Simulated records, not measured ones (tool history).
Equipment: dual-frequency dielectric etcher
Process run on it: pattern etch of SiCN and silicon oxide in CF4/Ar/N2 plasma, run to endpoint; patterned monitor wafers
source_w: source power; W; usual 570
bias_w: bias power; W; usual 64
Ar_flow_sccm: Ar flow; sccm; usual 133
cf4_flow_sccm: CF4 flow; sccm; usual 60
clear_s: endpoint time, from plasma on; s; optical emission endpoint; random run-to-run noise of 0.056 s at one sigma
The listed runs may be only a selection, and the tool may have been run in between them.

run    hour  source_w  bias_w  Ar_flow_sccm  cf4_flow_sccm  incoming incoming film thickness, nm  clear_s
  1       0       570      64           133             60                                 15.27     16.7
  2   101.9       570      64           133             60                                 15.17     16.6
  3   206.6       570      64           133             60                                 15.15     16.3
  4   294.4       570      64           133             60                                 15.17     16.3
  5   402.2       530      49           133             71                                 15.03     18.1
      430.2  -- wet clean of the chamber
  6     449       520      64           117             49                                 15.01     17.5
      459.2  -- Ar flow controller replaced
  7   490.9       530      64           116             49                                 15.22     17.2
  8   559.9       570      64           133             74                                 14.98     15.5
  9   611.7       570      64           133             60                                 15.11     16.2
 10   674.7       440      79           149             54                                 15.27     17.7
      682.8  -- bias power generator calibrated
      708.4  -- CF4 flow controller replaced
 11   723.5       570      64           133             60                                 15.05     15.9
 12     774       570      64           133             60                                 15.04       16
        827  -- upper electrode replaced
 13   847.9       570      64           133             60                                 15.04     15.9
 14   926.1       490      59           164             65                                 15.13     18.5
      982.9  -- wet clean of the chamber
 15   983.4       520      64           133             47                                 15.01     18.1
 16  1074.2       480      64           156             60                                 15.28       19
 17  1159.5       450      64           133             60                                 15.16     18.8
 18  1203.4       570      77           149             60                                  15.1     15.4
 19  1271.7       660      64           153             60                                 15.17     15.4
 20    1316       470      49           154             73                                 15.11     20.2
 21    1406       570      64           148             60                                 15.22     16.6
     1497.5  -- wet clean of the chamber
 22    1498       570      64           156             60                                 15.04     17.2
 23  1587.7       570      64           133             60                                 15.03     16.3
 24  1646.2       570      53           163             60                                  15.1     18.8

4 options for the next run, each taken on its own from the tool as it stands now. Forecast them:
  A  1646.6       570      64           117             60                                 15.17        ?
  B  1646.6       460      69           116             60                                 15.17        ?
  C  1646.6       530      64           133             60                                 15.17        ?
  D  1646.6       610      77           164             73                                 15.17        ?

run  clear_s
  A       16
  B     17.3
  C     17.1
  D     14.7
Stripped of hidden state, with their random variation kept, the same runs would have yielded:
run  clear_s
  A       16
  B     17.4
  C     17.2
  D     14.7
